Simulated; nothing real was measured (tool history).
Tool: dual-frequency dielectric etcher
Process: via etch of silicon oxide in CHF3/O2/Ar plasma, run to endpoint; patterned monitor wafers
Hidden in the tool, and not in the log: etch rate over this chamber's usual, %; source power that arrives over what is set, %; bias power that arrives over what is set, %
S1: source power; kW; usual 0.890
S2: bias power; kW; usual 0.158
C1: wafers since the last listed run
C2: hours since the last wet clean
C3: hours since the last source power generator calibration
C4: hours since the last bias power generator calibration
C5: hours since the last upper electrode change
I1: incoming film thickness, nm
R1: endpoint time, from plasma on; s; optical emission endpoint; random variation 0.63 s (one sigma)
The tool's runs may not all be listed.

{"run": 1, "day": 0.0, "S1": 0.89, "S2": 0.158, "C1": 0, "C2": 348.2, "C3": 1389.9, "C4": 2943.8, "C5": 3274.8, "I1": 470.8, "R1": 206.3}
{"run": 2, "day": 0.654, "S1": 0.89, "S2": 0.158, "C1": 65, "C2": 363.9, "C3": 1405.6, "C4": 2959.5, "C5": 3290.5, "I1": 471.9, "R1": 205.6}
{"run": 3, "day": 1.129, "S1": 0.89, "S2": 0.158, "C1": 47, "C2": 375.3, "C3": 1417.0, "C4": 2970.9, "C5": 3301.9, "I1": 473.6, "R1": 207.7}
{"run": 4, "day": 1.846, "S1": 0.89, "S2": 0.188, "C1": 72, "C2": 392.5, "C3": 1434.2, "C4": 2988.1, "C5": 3319.1, "I1": 472.6, "R1": 194.0}
{"run": 5, "day": 2.167, "S1": 0.89, "S2": 0.188, "C1": 32, "C2": 400.2, "C3": 1441.9, "C4": 2995.8, "C5": 3326.8, "I1": 469.3, "R1": 191.6}
{"run": 6, "day": 3.188, "S1": 0.89, "S2": 0.188, "C1": 102, "C2": 424.7, "C3": 1466.4, "C4": 3020.3, "C5": 3351.3, "I1": 470.7, "R1": 193.5}
{"run": 7, "day": 3.888, "S1": 1.0, "S2": 0.158, "C1": 70, "C2": 441.5, "C3": 1483.2, "C4": 3037.1, "C5": 3368.1, "I1": 470.8, "R1": 199.3}
{"day": 5.204, "done": "wet clean of the chamber"}
{"run": 8, "day": 5.988, "S1": 1.0, "S2": 0.158, "C1": 110, "C2": 18.8, "C3": 1533.6, "C4": 3087.5, "C5": 3418.5, "I1": 469.8, "R1": 202.7}
{"run": 9, "day": 6.342, "S1": 0.89, "S2": 0.158, "C1": 35, "C2": 27.3, "C3": 1542.1, "C4": 3096.0, "C5": 3427.0, "I1": 467.4, "R1": 208.1}
{"day": 7.038, "done": "bias power generator calibrated"}
{"day": 7.575, "done": "source power generator calibrated"}
{"day": 7.608, "done": "upper electrode replaced"}
{"run": 10, "day": 7.629, "S1": 0.89, "S2": 0.181, "C1": 93, "C2": 58.2, "C3": 1.3, "C4": 14.2, "C5": 0.5, "I1": 466.6, "R1": 196.6}
{"run": 11, "day": 7.646, "S1": 0.89, "S2": 0.158, "C1": 1, "C2": 58.6, "C3": 1.7, "C4": 14.6, "C5": 0.9, "I1": 472.7, "R1": 209.7}
{"run": 12, "day": 9.608, "S1": 0.76, "S2": 0.133, "C1": 197, "C2": 105.7, "C3": 48.8, "C4": 61.7, "C5": 48.0, "I1": 469.7, "R1": 227.8}
{"run": 13, "day": 10.183, "S1": 0.89, "S2": 0.188, "C1": 58, "C2": 119.5, "C3": 62.6, "C4": 75.5, "C5": 61.8, "I1": 472.4, "R1": 197.1}
{"run": 14, "day": 10.475, "S1": 0.95, "S2": 0.123, "C1": 29, "C2": 126.5, "C3": 69.6, "C4": 82.5, "C5": 68.8, "I1": 466.0, "R1": 219.6}
{"run": 15, "day": 10.946, "S1": 1.09, "S2": 0.158, "C1": 47, "C2": 137.8, "C3": 80.9, "C4": 93.8, "C5": 80.1, "I1": 475.4, "R1": 199.8}
{"run": 16, "day": 11.625, "S1": 1.06, "S2": 0.139, "C1": 68, "C2": 154.1, "C3": 97.2, "C4": 110.1, "C5": 96.4, "I1": 471.7, "R1": 207.5}
{"run": 17, "day": 12.371, "S1": 0.89, "S2": 0.176, "C1": 75, "C2": 172.0, "C3": 115.1, "C4": 128.0, "C5": 114.3, "I1": 477.1, "R1": 202.7}
{"run": 18, "day": 13.083, "S1": 0.79, "S2": 0.191, "C1": 71, "C2": 189.1, "C3": 132.2, "C4": 145.1, "C5": 131.4, "I1": 473.2, "R1": 200.6}
{"run": 19, "day": 13.646, "S1": 0.71, "S2": 0.183, "C1": 56, "C2": 202.6, "C3": 145.7, "C4": 158.6, "C5": 144.9, "I1": 470.1, "R1": 206.3}
{"run": 20, "day": 14.338, "S1": 0.74, "S2": 0.171, "C1": 69, "C2": 219.2, "C3": 162.3, "C4": 175.2, "C5": 161.5, "I1": 470.6, "R1": 210.3}
{"run": 21, "day": 14.604, "S1": 0.75, "S2": 0.188, "C1": 26, "C2": 225.6, "C3": 168.7, "C4": 181.6, "C5": 167.9, "I1": 470.1, "R1": 202.2}

4 ways to go on from here, each from the tool as it stands after run 21. What would each give?
{"run": "A", "day": 14.625, "S1": 0.89, "S2": 0.158, "C1": 2, "C2": 226.1, "C3": 169.2, "C4": 182.1, "C5": 168.4, "I1": 472.8, "R1": "?"}
{"run": "B", "day": 14.625, "S1": 0.77, "S2": 0.158, "C1": 2, "C2": 226.1, "C3": 169.2, "C4": 182.1, "C5": 168.4, "I1": 472.8, "R1": "?"}
{"run": "C", "day": 14.625, "S1": 0.71, "S2": 0.132, "C1": 2, "C2": 226.1, "C3": 169.2, "C4": 182.1, "C5": 168.4, "I1": 472.8, "R1": "?"}
{"run": "D", "day": 14.625, "S1": 1.04, "S2": 0.176, "C1": 2, "C2": 226.1, "C3": 169.2, "C4": 182.1, "C5": 168.4, "I1": 472.8, "R1": "?"}

run=A R1=208.4
run=B R1=215.6
run=C R1=233.2
run=D R1=193.4
Without the tool's hidden state the same runs would have given:
run=A R1=212.2
run=B R1=219.5
run=C R1=237.4
run=D R1=196.9
